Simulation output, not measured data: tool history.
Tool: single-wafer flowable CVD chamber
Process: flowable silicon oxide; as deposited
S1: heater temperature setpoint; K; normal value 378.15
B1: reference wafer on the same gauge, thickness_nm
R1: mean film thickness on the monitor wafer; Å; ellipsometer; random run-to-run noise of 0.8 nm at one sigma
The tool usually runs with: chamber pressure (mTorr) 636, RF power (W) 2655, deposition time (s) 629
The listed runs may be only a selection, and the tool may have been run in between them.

Run 1, hour 0: usual settings; B1 243.354. Result: R1 2413.51 Å.
Run 2, hour 29.3: usual settings; B1 243.03. Result: R1 2439.38 Å.
Run 3, hour 49.3: usual settings; B1 242.953. Result: R1 2421.1 Å.
Run 4, hour 71.7: usual settings but RF power (W) 2840; B1 242.838. Result: R1 2427.74 Å.
Run 5, hour 86.5: usual settings but RF power (W) 2840; B1 242.834. Result: R1 2427.3 Å.
Run 6, hour 148: usual settings but RF power (W) 2840; B1 242.92. Result: R1 2415.91 Å.
Run 7, hour 177.6: usual settings; B1 243.025. Result: R1 2410.86 Å.
Run 8, hour 212.3: usual settings; B1 242.941. Result: R1 2408.41 Å.
Run 9, hour 229.5: usual settings; B1 243.068. Result: R1 2399.48 Å.
Run 10, hour 258.1: usual settings but chamber pressure (mTorr) 780, RF power (W) 3040, deposition time (s) 703; B1 242.711. Result: R1 3332.25 Å.
At hour 271.8: thermocouple changed; heater temperature recalibrated.
At hour 285.1: RF generator calibrated.
Run 11, hour 312.2: usual settings; B1 242.994. Result: R1 2375.17 Å.
At hour 322.9: gauge calibrated.
Run 12, hour 335.7: usual settings; B1 243.354. Result: R1 2383 Å.
Run 13, hour 359.8: usual settings but chamber pressure (mTorr) 485; B1 242.957. Result: R1 1819.51 Å.
At hour 392: showerhead replaced.
Run 14, hour 394.7: usual settings but chamber pressure (mTorr) 483; B1 242.803. Result: R1 1804.96 Å.
Run 15, hour 439.5: usual settings but chamber pressure (mTorr) 757; B1 242.953. Result: R1 2832.7 Å.
At hour 449.2: capacitance manometer re-zeroed and calibrated.
Run 16, hour 473.3: usual settings; B1 243.053. Result: R1 2549.23 Å.
Run 17, hour 506.5: usual settings but S1 384.15 K, chamber pressure (mTorr) 776, RF power (W) 2335, deposition time (s) 575; B1 242.996. Result: R1 2360.74 Å.
Run 18, hour 522.9: usual settings but deposition time (s) 747; B1 243.169. Result: R1 3008.38 Å.
Run 19, hour 592.4: usual settings but RF power (W) 2825, deposition time (s) 595; B1 243.049. Result: R1 2422.92 Å.

Below are 3 alternative next runs, each starting from the tool's condition after run 19. Predict each:
Run A, hour 593: usual settings but S1 388.15 K; B1 ?. Result: R1 ?.
Run B, hour 593: usual settings but S1 369.15 K, chamber pressure (mTorr) 685, RF power (W) 2310; B1 ?. Result: R1 ?.
Run C, hour 593: usual settings but chamber pressure (mTorr) 705, RF power (W) 2255; B1 ?. Result: R1 ?.

run       B1       R1
  A  242.862  1914.84
  B  242.862  3512.27
  C  242.862  2770.71
Take away the tool's hidden state, keep each run's random variation, and the runs would have read:
run       R1
  A  1929.13
  B  3538.48
  C  2791.39
